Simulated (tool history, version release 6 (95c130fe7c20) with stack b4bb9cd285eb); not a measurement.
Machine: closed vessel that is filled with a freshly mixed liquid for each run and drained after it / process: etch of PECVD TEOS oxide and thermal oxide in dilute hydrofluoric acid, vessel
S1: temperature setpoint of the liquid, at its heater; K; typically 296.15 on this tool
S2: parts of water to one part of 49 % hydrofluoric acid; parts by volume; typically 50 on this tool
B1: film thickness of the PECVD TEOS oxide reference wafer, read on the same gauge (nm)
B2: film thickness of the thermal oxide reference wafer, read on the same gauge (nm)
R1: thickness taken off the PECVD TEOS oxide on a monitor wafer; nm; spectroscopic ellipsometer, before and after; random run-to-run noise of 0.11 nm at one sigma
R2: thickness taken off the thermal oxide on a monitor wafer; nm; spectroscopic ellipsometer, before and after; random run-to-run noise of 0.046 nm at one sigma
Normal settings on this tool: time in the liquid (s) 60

run 1 hour=0 | S1=296.15 S2=50 time_in_the_liquid_(s)=60 | B1=40 B2=40 | R1=12.16 R2=5.45
run 2 hour=22.2 | S1=296.15 S2=50 time_in_the_liquid_(s)=60 | B1=39.99 B2=40.01 | R1=12.34 R2=5.51
-- hour=23.5 hydrofluoric acid flow meter replaced
run 3 hour=54.1 | S1=296.15 S2=50 time_in_the_liquid_(s)=60 | B1=39.98 B2=39.98 | R1=12.07 R2=5.41
run 4 hour=86.8 | S1=296.15 S2=50 time_in_the_liquid_(s)=60 | B1=39.99 B2=40.03 | R1=12.16 R2=5.41
run 5 hour=105.9 | S1=293.15 S2=60 time_in_the_liquid_(s)=30 | B1=39.96 B2=39.98 | R1=4.44 R2=1.98
run 6 hour=129.5 | S1=296.15 S2=50 time_in_the_liquid_(s)=90 | B1=40.02 B2=40.02 | R1=18.2 R2=8.21
run 7 hour=152.4 | S1=296.15 S2=50 time_in_the_liquid_(s)=70 | B1=39.99 B2=39.98 | R1=14.13 R2=6.31
run 8 hour=174.5 | S1=296.15 S2=50 time_in_the_liquid_(s)=40 | B1=40.03 B2=39.99 | R1=8.06 R2=3.65
run 9 hour=203.6 | S1=296.15 S2=50 time_in_the_liquid_(s)=60 | B1=39.99 B2=39.99 | R1=12.18 R2=5.44
run 10 hour=222.3 | S1=291.65 S2=50 time_in_the_liquid_(s)=45 | B1=40.01 B2=40 | R1=7.47 R2=3.34
run 11 hour=241.5 | S1=294.15 S2=60 time_in_the_liquid_(s)=35 | B1=40 B2=39.99 | R1=5.31 R2=2.42
-- hour=268.2 thermometer replaced
run 12 hour=272.4 | S1=293.15 S2=35 time_in_the_liquid_(s)=80 | B1=39.99 B2=40 | R1=23.01 R2=10.32
run 13 hour=303.6 | S1=292.65 S2=25 time_in_the_liquid_(s)=60 | B1=40.01 B2=39.98 | R1=23.47 R2=10.77
run 14 hour=320.3 | S1=300.15 S2=70 time_in_the_liquid_(s)=85 | B1=40.01 B2=39.96 | R1=15.34 R2=6.99
run 15 hour=339.8 | S1=296.15 S2=50 time_in_the_liquid_(s)=60 | B1=40.04 B2=40.02 | R1=13.62 R2=6.05
-- hour=354.5 gauge calibrated
run 16 hour=372.7 | S1=299.65 S2=50 time_in_the_liquid_(s)=60 | B1=40.01 B2=40 | R1=15.63 R2=6.83
run 17 hour=390.4 | S1=299.15 S2=60 time_in_the_liquid_(s)=40 | B1=39.97 B2=40.01 | R1=8.16 R2=3.75
run 18 hour=423.7 | S1=296.15 S2=50 time_in_the_liquid_(s)=60 | B1=40.01 B2=39.99 | R1=13.37 R2=6.02
run 19 hour=516.5 | S1=292.65 S2=50 time_in_the_liquid_(s)=60 | B1=39.98 B2=40.02 | R1=11.4 R2=5.12
run 20 hour=548.2 | S1=296.15 S2=50 time_in_the_liquid_(s)=60 | B1=40.01 B2=40.02 | R1=13.19 R2=6.02
run 21 hour=570 | S1=300.15 S2=30 time_in_the_liquid_(s)=45 | B1=40 B2=39.99 | R1=20.27 R2=9.01
run 22 hour=602 | S1=300.65 S2=40 time_in_the_liquid_(s)=95 | B1=40 B2=40.01 | R1=32.35 R2=14.55
run 23 hour=641.9 | S1=296.15 S2=50 time_in_the_liquid_(s)=80 | B1=40.01 B2=39.98 | R1=17.61 R2=7.98
run 24 hour=673.6 | S1=298.15 S2=50 time_in_the_liquid_(s)=85 | B1=39.99 B2=39.94 | R1=20.4 R2=9.05
run 25 hour=695 | S1=300.65 S2=50 time_in_the_liquid_(s)=60 | B1=40.02 B2=40.02 | R1=15.65 R2=7.12
run 26 hour=730.1 | S1=291.15 S2=50 time_in_the_liquid_(s)=95 | B1=40.01 B2=40 | R1=16.51 R2=7.57

What if the next run were any one of these 4? Each begins from the tool's condition after run 26:
run A hour=730.8 | S1=296.15 S2=50 time_in_the_liquid_(s)=60 | B1=? B2=? | R1=? R2=?
run B hour=730.8 | S1=299.15 S2=65 time_in_the_liquid_(s)=40 | B1=? B2=? | R1=? R2=?
run C hour=730.8 | S1=300.15 S2=55 time_in_the_liquid_(s)=60 | B1=? B2=? | R1=? R2=?
run D hour=730.8 | S1=293.65 S2=35 time_in_the_liquid_(s)=40 | B1=? B2=? | R1=? R2=?

run=A B1=39.99 B2=39.97 R1=13.2 R2=5.95
run=B B1=39.99 B2=39.97 R1=7.5 R2=3.38
run=C B1=39.99 B2=39.97 R1=14.04 R2=6.33
run=D B1=39.99 B2=39.97 R1=11.52 R2=5.19
With no hidden state in the tool, these same runs would have given:
run=A R1=13.52 R2=6.1
run=B R1=7.68 R2=3.46
run=C R1=14.37 R2=6.48
run=D R1=11.81 R2=5.33
